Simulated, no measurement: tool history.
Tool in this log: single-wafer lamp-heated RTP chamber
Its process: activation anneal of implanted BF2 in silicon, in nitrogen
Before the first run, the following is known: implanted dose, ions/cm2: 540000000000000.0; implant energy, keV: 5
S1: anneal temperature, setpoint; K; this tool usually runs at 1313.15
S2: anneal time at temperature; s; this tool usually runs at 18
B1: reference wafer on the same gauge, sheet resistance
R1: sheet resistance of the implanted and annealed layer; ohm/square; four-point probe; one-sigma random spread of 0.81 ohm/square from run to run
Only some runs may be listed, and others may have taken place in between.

run,hour,S1,S2,B1,R1
1,0,1313.15,18,279.69,292.99
# hour 44.9: reflector plate cleaned
2,53.3,1313.15,18,280.12,293.36
3,88.1,1313.15,18,280.05,291.98
4,143.2,1313.15,18,279.77,289.24
5,209.4,1313.15,18,279.84,288.63
6,252.7,1313.15,21,279.69,279
7,283.8,1313.15,21,279.95,279.72
8,348.9,1313.15,18,280.17,286.87
9,383.6,1313.15,18,280.31,286.72
10,438.1,1313.15,18,279.46,286.24
11,480.3,1313.15,18,280.04,287.27
12,536.2,1313.15,18,280.43,284.35
# hour 546.1: pyrometer window cleaned and pyrometer calibrated
13,570.4,1313.15,18,280.36,292.53
14,613.4,1313.15,18,279.88,291.14
15,669.5,1327.15,18,279.9,267.78
# hour 700.1: reflector plate cleaned
16,808.6,1327.15,18,280.2,268.76
17,980,1327.15,18,280.2,265.35
18,1051.9,1323.15,15,280.14,279.12
# hour 1081.3: gauge calibrated
19,1081.7,1313.15,14,280.12,298.63
20,1120.8,1326.15,25,280.39,248.32
21,1152.5,1330.15,25,280.17,244.96
# hour 1175: pyrometer window cleaned and pyrometer calibrated
22,1222.3,1313.15,18,280.44,292.95
23,1286.4,1313.15,18,279.89,290.49
24,1352.5,1338.15,21,279.97,242.06
# hour 1394.3: reflector plate cleaned
25,1395.6,1313.15,18,279.96,289.45
26,1451,1305.15,22,280.22,292.45
27,1496.4,1313.15,18,280,287.53
28,1538.5,1296.15,18,280.36,312.89
29,1609.9,1313.15,18,279.69,286.83
30,1656.5,1313.15,9,280.16,324.64
31,1727.1,1313.15,18,279.83,286.08
32,1766.6,1334.15,26,280.23,235.41
# hour 1784.9: pyrometer window cleaned and pyrometer calibrated
33,1809.3,1284.15,9,280.14,368.24
34,1844.4,1313.15,18,280.19,290.08

Consider 5 possible next runs. They are alternatives, not a sequence: every one starts from the tool as it was left by run 34. What does each give?
A,1844.8,1313.15,18,?,?
B,1844.8,1302.15,26,?,?
C,1844.8,1325.15,8,?,?
D,1844.8,1331.15,11,?,?
E,1844.8,1293.15,18,?,?

run,B1,R1
A,280.36,291.57
B,280.36,291.44
C,280.36,314.73
D,280.36,287.71
E,280.36,322.65
What these runs would have given with no unlogged condition in the tool:
run,R1
A,299.72
B,300.55
C,323.14
D,296.78
E,329.54
